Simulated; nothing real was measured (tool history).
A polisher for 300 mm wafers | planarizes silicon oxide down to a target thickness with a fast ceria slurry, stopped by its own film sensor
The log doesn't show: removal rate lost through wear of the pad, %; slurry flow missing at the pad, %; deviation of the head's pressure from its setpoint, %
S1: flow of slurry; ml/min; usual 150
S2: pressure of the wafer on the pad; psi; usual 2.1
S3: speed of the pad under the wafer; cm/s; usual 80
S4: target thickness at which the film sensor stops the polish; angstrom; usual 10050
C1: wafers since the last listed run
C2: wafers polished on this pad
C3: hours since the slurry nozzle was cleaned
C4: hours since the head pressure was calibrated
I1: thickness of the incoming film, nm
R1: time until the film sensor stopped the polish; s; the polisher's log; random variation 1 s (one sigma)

run	day	S1	S2	S3	S4	C1	C2	C3	C4	I1	R1
1	0.000	150	2.1	80	10050	0	1421	266.0	97.2	1635.5	55.9
2	0.562	150	2.1	80	10050	154	1575	279.5	110.7	1634.0	55.1
3	1.296	150	2.1	80	10050	200	1776	297.1	128.3	1612.9	54.4
# day 2.467: worn pad replaced by a new one
4	2.488	180	2.1	80	10890	280	5	325.7	156.9	1621.1	47.8
5	3.596	180	2.1	80	10890	303	309	352.3	183.5	1622.8	48.0
6	4.950	120	2.3	80	10050	371	680	384.8	216.0	1618.9	54.1
7	6.083	120	2.3	80	10050	310	991	412.0	243.2	1629.2	53.8
8	7.108	120	2.3	80	10050	280	1272	436.6	267.8	1615.9	56.1
9	8.296	150	2.1	80	10050	325	1597	465.1	296.3	1613.3	58.2
# day 9.388: worn pad replaced by a new one
10	9.408	150	2.1	80	10050	259	5	491.8	323.0	1631.6	61.8
11	9.967	150	2.1	80	10050	153	158	505.2	336.4	1618.9	58.8
12	10.483	150	2.1	80	10050	141	300	517.6	348.8	1616.2	56.6
13	11.738	150	2.1	80	10050	343	643	547.7	378.9	1600.2	57.5
# day 11.962: slurry nozzle cleaned
14	12.262	150	2.1	80	10050	132	776	7.2	391.5	1615.6	59.6
15	13.592	150	2.1	80	10050	364	1140	39.1	423.4	1598.1	57.1
16	14.442	150	2.1	58	10050	232	1373	59.5	443.8	1633.6	83.6
17	15.679	150	2.4	80	10050	339	1712	89.2	473.5	1625.0	51.2
18	16.775	150	2.1	58	10050	300	2013	115.5	499.8	1631.1	81.2
# day 17.346: worn pad replaced by a new one
19	18.229	110	1.5	66	11170	352	242	150.4	534.7	1625.3	91.1
20	19.633	185	2.1	80	10050	384	627	184.1	568.4	1618.2	56.8
21	21.367	150	2.1	80	10050	475	1102	225.7	610.0	1617.0	59.3
22	22.442	150	2.1	80	8600	294	1396	251.5	635.8	1626.1	74.6
23	23.312	150	2.1	80	10050	238	1635	272.4	656.7	1624.2	60.2
24	24.533	150	2.7	106	8750	334	1970	301.7	686.0	1638.2	43.5
# day 25.021: worn pad replaced by a new one
25	25.188	150	2.1	80	10050	133	46	317.4	701.7	1625.1	61.9
26	25.812	175	2.1	104	10050	171	217	332.4	716.7	1619.8	46.2
# day 26.317: head pressure recalibrated
27	27.267	150	2.1	80	10050	375	593	367.3	22.8	1628.5	54.5
28	28.600	120	1.9	80	10050	365	958	399.3	54.8	1590.2	59.3
29	29.992	150	1.6	92	10050	381	1339	432.7	88.2	1645.8	65.1
30	31.238	115	2.1	80	10050	341	1681	462.6	118.1	1627.2	60.2
31	32.442	105	1.8	80	10050	330	2011	491.5	147.0	1616.3	71.0
# day 32.858: worn pad replaced by a new one
32	33.554	105	1.7	104	10050	259	190	518.2	173.7	1641.3	60.7
33	34.525	185	2.5	94	11010	266	456	541.5	197.0	1633.1	32.9
# day 34.746: slurry nozzle cleaned
34	35.633	150	1.4	80	11260	292	748	21.3	223.6	1606.5	65.9

Some steps in R1 between neighbouring runs. How much of each would the tool show without its hidden state too (settings, what came in, random variation), and how much is left for the hidden state, with any gauge scatter that isn't in both results?
Run 16 -> 17: S2 2.1 -> 2.4, S3 58 -> 80. R1 -32.4 s: hidden state -3.8, all else -28.6.
Run 19 -> 20: S1 110 -> 185, S2 1.5 -> 2.1, S3 66 -> 80, S4 11170 -> 10050. R1 -34.3 s: hidden state -4.3, all else -30.0.
Run 26 -> 27: S1 175 -> 150, S3 104 -> 80, head pressure recalibrated. R1 +8.3 s: hidden state -4.7, all else +13.0.
Run 33 -> 34: S1 185 -> 150, S2 2.5 -> 1.4, S3 94 -> 80, S4 11010 -> 11260, slurry nozzle cleaned. R1 +33.0 s: hidden state +3.2, all else +29.8.
